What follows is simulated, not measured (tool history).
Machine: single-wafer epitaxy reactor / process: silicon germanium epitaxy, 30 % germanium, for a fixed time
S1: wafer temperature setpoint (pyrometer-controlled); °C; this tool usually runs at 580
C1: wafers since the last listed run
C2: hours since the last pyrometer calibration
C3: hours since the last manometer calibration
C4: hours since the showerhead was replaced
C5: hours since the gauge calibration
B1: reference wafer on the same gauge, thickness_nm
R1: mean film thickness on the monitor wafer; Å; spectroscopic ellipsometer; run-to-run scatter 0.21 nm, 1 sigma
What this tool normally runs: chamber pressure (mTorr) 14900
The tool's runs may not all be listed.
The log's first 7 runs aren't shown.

run 8 hour=521.6 | S1=580 chamber_pressure_(mTorr)=14900 | C1=900 C2=254.1 C3=1984.7 C4=3842.2 C5=1230.2 | B1=32.135 | R1=378.42
run 9 hour=602.5 | S1=592 chamber_pressure_(mTorr)=13200 | C1=715 C2=335.0 C3=2065.6 C4=3923.1 C5=1311.1 | B1=32.073 | R1=476.61
run 10 hour=672.0 | S1=592 chamber_pressure_(mTorr)=13200 | C1=614 C2=404.5 C3=2135.1 C4=3992.6 C5=1380.6 | B1=32.079 | R1=472.02
run 11 hour=876.1 | S1=592 chamber_pressure_(mTorr)=13200 | C1=1804 C2=608.6 C3=2339.2 C4=4196.7 C5=1584.7 | B1=32.059 | R1=470.40
run 12 hour=936.2 | S1=584 chamber_pressure_(mTorr)=15700 | C1=531 C2=668.7 C3=2399.3 C4=4256.8 C5=1644.8 | B1=32.154 | R1=423.13
run 13 hour=1038.5 | S1=584 chamber_pressure_(mTorr)=15700 | C1=904 C2=771.0 C3=2501.6 C4=4359.1 C5=1747.1 | B1=32.091 | R1=417.56
run 14 hour=1098.1 | S1=584 chamber_pressure_(mTorr)=15700 | C1=526 C2=830.6 C3=2561.2 C4=4418.7 C5=1806.7 | B1=32.149 | R1=421.52
-- hour=1134.4 capacitance manometer re-zeroed and calibrated
run 15 hour=1186.5 | S1=577 chamber_pressure_(mTorr)=14900 | C1=710 C2=919.0 C3=52.1 C4=4507.1 C5=1895.1 | B1=32.140 | R1=366.75
run 16 hour=1248.4 | S1=580 chamber_pressure_(mTorr)=17800 | C1=547 C2=980.9 C3=114.0 C4=4569.0 C5=1957.0 | B1=32.060 | R1=410.31
-- hour=1271.0 gauge calibrated
run 17 hour=1328.6 | S1=580 chamber_pressure_(mTorr)=14900 | C1=708 C2=1061.1 C3=194.2 C4=4649.2 C5=57.6 | B1=32.050 | R1=385.75
run 18 hour=1381.4 | S1=580 chamber_pressure_(mTorr)=14900 | C1=466 C2=1113.9 C3=247.0 C4=4702.0 C5=110.4 | B1=32.067 | R1=389.23

Forecast run 19:
run 19 hour=1479.4 | S1=580 chamber_pressure_(mTorr)=14900 | C1=866 C2=1211.9 C3=345.0 C4=4800.0 C5=208.4 | B1=? | R1=?

For run 19 the tool returned B1 32.044, R1 384.46 Å.
Had the tool carried no hidden state, the very same run would have given R1 388.06 Å.
